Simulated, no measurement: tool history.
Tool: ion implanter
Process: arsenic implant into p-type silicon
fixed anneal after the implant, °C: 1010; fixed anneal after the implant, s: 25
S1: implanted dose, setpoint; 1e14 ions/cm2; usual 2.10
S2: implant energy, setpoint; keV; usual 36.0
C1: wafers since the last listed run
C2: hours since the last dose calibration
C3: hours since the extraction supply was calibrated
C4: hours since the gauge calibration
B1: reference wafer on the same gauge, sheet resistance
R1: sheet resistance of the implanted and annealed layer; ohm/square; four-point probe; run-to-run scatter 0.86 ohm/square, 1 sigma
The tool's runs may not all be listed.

| run | hour | S1 | S2 | C1 | C2 | C3 | C4 | B1 | R1 |
|---|---|---|---|---|---|---|---|---|---|
| 1 | 0.0 | 2.10 | 36.0 | 0 | 2023.1 | 3586.2 | 510.5 | 300.95 | 327.95 |
| 2 | 56.8 | 2.10 | 36.0 | 1354 | 2079.9 | 3643.0 | 567.3 | 300.96 | 329.17 |
| 3 | 96.4 | 2.10 | 36.0 | 944 | 2119.5 | 3682.6 | 606.9 | 301.06 | 328.88 |
| 4 | 139.3 | 2.10 | 36.0 | 1022 | 2162.4 | 3725.5 | 649.8 | 301.14 | 327.69 |
| 5 | 188.2 | 2.10 | 36.0 | 1165 | 2211.3 | 3774.4 | 698.7 | 301.02 | 328.37 |
| 6 | 246.9 | 2.10 | 36.0 | 1399 | 2270.0 | 3833.1 | 757.4 | 301.05 | 327.88 |
| 7 | 274.1 | 2.10 | 36.0 | 648 | 2297.2 | 3860.3 | 784.6 | 301.00 | 327.66 |
|  | 368.8 | gauge calibrated |
|  | 394.2 | extraction supply calibrated |
| 8 | 394.7 | 2.10 | 36.0 | 2684 | 2417.8 | 0.5 | 25.9 | 301.09 | 328.01 |
|  | 410.9 | Faraday cup replaced and dose calibrated |
| 9 | 429.8 | 1.48 | 36.0 | 646 | 18.9 | 35.6 | 61.0 | 300.85 | 438.01 |
| 10 | 497.2 | 2.53 | 43.0 | 1606 | 86.3 | 103.0 | 128.4 | 301.10 | 289.99 |
| 11 | 551.2 | 2.10 | 47.5 | 1287 | 140.3 | 157.0 | 182.4 | 301.02 | 325.33 |
| 12 | 605.8 | 2.10 | 36.0 | 1301 | 194.9 | 211.6 | 237.0 | 301.00 | 338.82 |
| 13 | 670.4 | 2.54 | 28.5 | 1539 | 259.5 | 276.2 | 301.6 | 300.90 | 304.57 |
| 14 | 726.8 | 1.51 | 43.5 | 1344 | 315.9 | 332.6 | 358.0 | 300.95 | 415.05 |
| 15 | 756.6 | 2.10 | 36.0 | 710 | 345.7 | 362.4 | 387.8 | 301.07 | 338.05 |
| 16 | 786.2 | 1.66 | 36.0 | 705 | 375.3 | 392.0 | 417.4 | 301.01 | 401.74 |

For some of the steps in R1 from one run to the next: how much would appear even if the tool had no hidden state, given the settings, what came in and random variation, and how much remains for the hidden state plus any gauge scatter that the measured result and the result without hidden state don't share?
Hidden conditions of the tool in this case: deviation of the true dose from the Faraday cup's reading, %; deviation of the true energy from its setpoint, %; gauge reads high (%).
Run 8 -> 9: S1 2.10 -> 1.48, Faraday cup replaced and dose calibrated. R1 +110.00 ohm/square: hidden state +14.35, all else +95.65.
Run 9 -> 10: S1 1.48 -> 2.53, S2 36.0 -> 43.0. R1 -148.02 ohm/square: hidden state -0.80, all else -147.22.
